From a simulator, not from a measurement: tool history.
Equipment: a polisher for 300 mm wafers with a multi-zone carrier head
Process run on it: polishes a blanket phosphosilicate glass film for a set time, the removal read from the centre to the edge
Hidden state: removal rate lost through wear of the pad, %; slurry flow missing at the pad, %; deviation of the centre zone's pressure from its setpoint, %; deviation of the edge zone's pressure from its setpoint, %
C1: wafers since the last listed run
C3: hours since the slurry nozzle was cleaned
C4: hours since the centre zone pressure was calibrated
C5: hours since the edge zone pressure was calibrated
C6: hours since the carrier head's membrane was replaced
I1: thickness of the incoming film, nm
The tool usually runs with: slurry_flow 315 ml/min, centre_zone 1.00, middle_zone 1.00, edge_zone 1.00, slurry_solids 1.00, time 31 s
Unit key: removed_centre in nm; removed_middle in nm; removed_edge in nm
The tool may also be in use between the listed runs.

{"run": 1, "hour": 0.0, "slurry_flow": 315, "centre_zone": 1.0, "middle_zone": 0.95, "edge_zone": 0.96, "slurry_solids": 1.0, "time": 31, "C1": 0, "wafers polished on this pad": 2353, "C3": 70.9, "C4": 8.5, "C5": 3.3, "C6": 49.1, "I1": 2466.7, "removed_centre": 289.4, "removed_middle": 268.2, "removed_edge": 271.8}
{"hour": 6.9, "done": "worn pad replaced by a new one"}
{"run": 2, "hour": 15.2, "slurry_flow": 315, "centre_zone": 1.1, "middle_zone": 1.0, "edge_zone": 1.06, "slurry_solids": 0.8, "time": 27, "C1": 218, "wafers polished on this pad": 160, "C3": 86.1, "C4": 23.7, "C5": 18.5, "C6": 64.3, "I1": 2479.5, "removed_centre": 256.8, "removed_middle": 221.8, "removed_edge": 220.5}
{"run": 3, "hour": 50.3, "slurry_flow": 315, "centre_zone": 0.94, "middle_zone": 1.0, "edge_zone": 1.09, "slurry_solids": 1.0, "time": 31, "C1": 683, "wafers polished on this pad": 843, "C3": 121.2, "C4": 58.8, "C5": 53.6, "C6": 99.4, "I1": 2480.8, "removed_centre": 273.5, "removed_middle": 279.2, "removed_edge": 278.1}
{"run": 4, "hour": 86.6, "slurry_flow": 255, "centre_zone": 1.0, "middle_zone": 0.91, "edge_zone": 0.89, "slurry_solids": 1.2, "time": 31, "C1": 706, "wafers polished on this pad": 1550, "C3": 157.5, "C4": 95.1, "C5": 89.9, "C6": 135.7, "I1": 2488.4, "removed_centre": 313.8, "removed_middle": 274.9, "removed_edge": 274.4}
{"run": 5, "hour": 96.5, "slurry_flow": 425, "centre_zone": 1.0, "middle_zone": 1.0, "edge_zone": 1.0, "slurry_solids": 1.0, "time": 31, "C1": 192, "wafers polished on this pad": 1743, "C3": 167.4, "C4": 105.0, "C5": 99.8, "C6": 145.6, "I1": 2500.8, "removed_centre": 307.2, "removed_middle": 283.2, "removed_edge": 273.6}
{"run": 6, "hour": 111.8, "slurry_flow": 315, "centre_zone": 0.97, "middle_zone": 0.94, "edge_zone": 1.0, "slurry_solids": 1.0, "time": 31, "C1": 297, "wafers polished on this pad": 2041, "C3": 182.7, "C4": 120.3, "C5": 115.1, "C6": 160.9, "I1": 2526.8, "removed_centre": 296.2, "removed_middle": 265.3, "removed_edge": 271.9}
{"run": 7, "hour": 124.9, "slurry_flow": 410, "centre_zone": 1.1, "middle_zone": 1.04, "edge_zone": 1.08, "slurry_solids": 1.0, "time": 31, "C1": 255, "wafers polished on this pad": 2296, "C3": 195.8, "C4": 133.4, "C5": 128.2, "C6": 174.0, "I1": 2463.1, "removed_centre": 341.6, "removed_middle": 296.2, "removed_edge": 288.3}
{"run": 8, "hour": 130.9, "slurry_flow": 315, "centre_zone": 1.0, "middle_zone": 1.0, "edge_zone": 1.0, "slurry_solids": 1.0, "time": 35, "C1": 116, "wafers polished on this pad": 2413, "C3": 201.8, "C4": 139.4, "C5": 134.2, "C6": 180.0, "I1": 2447.4, "removed_centre": 345.1, "removed_middle": 311.7, "removed_edge": 310.9}
{"run": 9, "hour": 146.6, "slurry_flow": 285, "centre_zone": 1.0, "middle_zone": 0.91, "edge_zone": 1.05, "slurry_solids": 0.8, "time": 31, "C1": 305, "wafers polished on this pad": 2718, "C3": 217.5, "C4": 155.1, "C5": 149.9, "C6": 195.7, "I1": 2496.2, "removed_centre": 271.4, "removed_middle": 233.5, "removed_edge": 255.9}
{"hour": 162.3, "done": "worn pad replaced by a new one"}
{"run": 10, "hour": 162.8, "slurry_flow": 315, "centre_zone": 1.0, "middle_zone": 1.0, "edge_zone": 1.0, "slurry_solids": 1.0, "time": 31, "C1": 237, "wafers polished on this pad": 10, "C3": 233.7, "C4": 171.3, "C5": 166.1, "C6": 211.9, "I1": 2477.4, "removed_centre": 303.6, "removed_middle": 281.1, "removed_edge": 275.7}
{"run": 11, "hour": 172.0, "slurry_flow": 360, "centre_zone": 1.0, "middle_zone": 1.0, "edge_zone": 0.96, "slurry_solids": 1.0, "time": 31, "C1": 179, "wafers polished on this pad": 189, "C3": 242.9, "C4": 180.5, "C5": 175.3, "C6": 221.1, "I1": 2503.9, "removed_centre": 305.9, "removed_middle": 284.8, "removed_edge": 270.0}
{"run": 12, "hour": 183.0, "slurry_flow": 315, "centre_zone": 1.0, "middle_zone": 1.0, "edge_zone": 1.0, "slurry_solids": 1.0, "time": 31, "C1": 214, "wafers polished on this pad": 403, "C3": 253.9, "C4": 191.5, "C5": 186.3, "C6": 232.1, "I1": 2496.7, "removed_centre": 308.2, "removed_middle": 280.6, "removed_edge": 270.1}
{"run": 13, "hour": 199.9, "slurry_flow": 315, "centre_zone": 1.0, "middle_zone": 1.0, "edge_zone": 1.0, "slurry_solids": 1.0, "time": 31, "C1": 329, "wafers polished on this pad": 732, "C3": 270.8, "C4": 208.4, "C5": 203.2, "C6": 249.0, "I1": 2492.1, "removed_centre": 307.5, "removed_middle": 281.1, "removed_edge": 276.3}
{"run": 14, "hour": 216.9, "slurry_flow": 345, "centre_zone": 0.95, "middle_zone": 0.91, "edge_zone": 1.0, "slurry_solids": 0.75, "time": 31, "C1": 330, "wafers polished on this pad": 1063, "C3": 287.8, "C4": 225.4, "C5": 220.2, "C6": 266.0, "I1": 2515.5, "removed_centre": 260.0, "removed_middle": 226.2, "removed_edge": 241.9}
{"run": 15, "hour": 228.0, "slurry_flow": 315, "centre_zone": 1.0, "middle_zone": 1.0, "edge_zone": 1.0, "slurry_solids": 1.2, "time": 38, "C1": 216, "wafers polished on this pad": 1279, "C3": 298.9, "C4": 236.5, "C5": 231.3, "C6": 277.1, "I1": 2458.8, "removed_centre": 405.2, "removed_middle": 369.1, "removed_edge": 364.6}
{"run": 16, "hour": 246.2, "slurry_flow": 315, "centre_zone": 1.0, "middle_zone": 1.0, "edge_zone": 1.0, "slurry_solids": 1.0, "time": 31, "C1": 354, "wafers polished on this pad": 1634, "C3": 317.1, "C4": 254.7, "C5": 249.5, "C6": 295.3, "I1": 2525.9, "removed_centre": 314.6, "removed_middle": 279.2, "removed_edge": 277.0}
{"run": 17, "hour": 252.6, "slurry_flow": 315, "centre_zone": 1.12, "middle_zone": 1.0, "edge_zone": 1.0, "slurry_solids": 1.0, "time": 31, "C1": 124, "wafers polished on this pad": 1758, "C3": 323.5, "C4": 261.1, "C5": 255.9, "C6": 301.7, "I1": 2520.0, "removed_centre": 345.6, "removed_middle": 282.1, "removed_edge": 274.8}
{"run": 18, "hour": 270.0, "slurry_flow": 400, "centre_zone": 1.0, "middle_zone": 1.0, "edge_zone": 0.89, "slurry_solids": 1.15, "time": 37, "C1": 338, "wafers polished on this pad": 2097, "C3": 340.9, "C4": 278.5, "C5": 273.3, "C6": 319.1, "I1": 2455.6, "removed_centre": 395.5, "removed_middle": 356.7, "removed_edge": 340.5}
{"run": 19, "hour": 286.9, "slurry_flow": 350, "centre_zone": 1.0, "middle_zone": 1.09, "edge_zone": 1.0, "slurry_solids": 1.0, "time": 27, "C1": 329, "wafers polished on this pad": 2426, "C3": 357.8, "C4": 295.4, "C5": 290.2, "C6": 336.0, "I1": 2511.1, "removed_centre": 278.2, "removed_middle": 264.6, "removed_edge": 240.0}
{"run": 20, "hour": 297.6, "slurry_flow": 315, "centre_zone": 1.0, "middle_zone": 1.0, "edge_zone": 1.0, "slurry_solids": 1.0, "time": 31, "C1": 208, "wafers polished on this pad": 2634, "C3": 368.5, "C4": 306.1, "C5": 300.9, "C6": 346.7, "I1": 2478.8, "removed_centre": 315.9, "removed_middle": 278.9, "removed_edge": 279.5}
{"hour": 306.5, "done": "worn pad replaced by a new one"}
{"run": 21, "hour": 308.6, "slurry_flow": 315, "centre_zone": 1.07, "middle_zone": 1.0, "edge_zone": 0.9, "slurry_solids": 1.0, "time": 41, "C1": 136, "wafers polished on this pad": 40, "C3": 379.5, "C4": 317.1, "C5": 311.9, "C6": 357.7, "I1": 2474.5, "removed_centre": 438.2, "removed_middle": 369.8, "removed_edge": 348.8}

Pick out some run-to-run changes in removed_centre. Of each, how much would a tool without hidden state show as well, from the settings, what came in and chance, and how much is left for the hidden state and any gauge scatter not in both results compared?
Run 14 -> 15: slurry_flow 345 -> 315, centre_zone 0.95 -> 1.00, middle_zone 0.91 -> 1.00, slurry_solids 0.75 -> 1.20, time 31 -> 38. removed_centre +145.2 nm: hidden state +11.0, all else +134.2.
Run 20 -> 21: centre_zone 1.00 -> 1.07, edge_zone 1.00 -> 0.90, time 31 -> 41, worn pad replaced by a new one. removed_centre +122.3 nm: hidden state +10.6, all else +111.7.
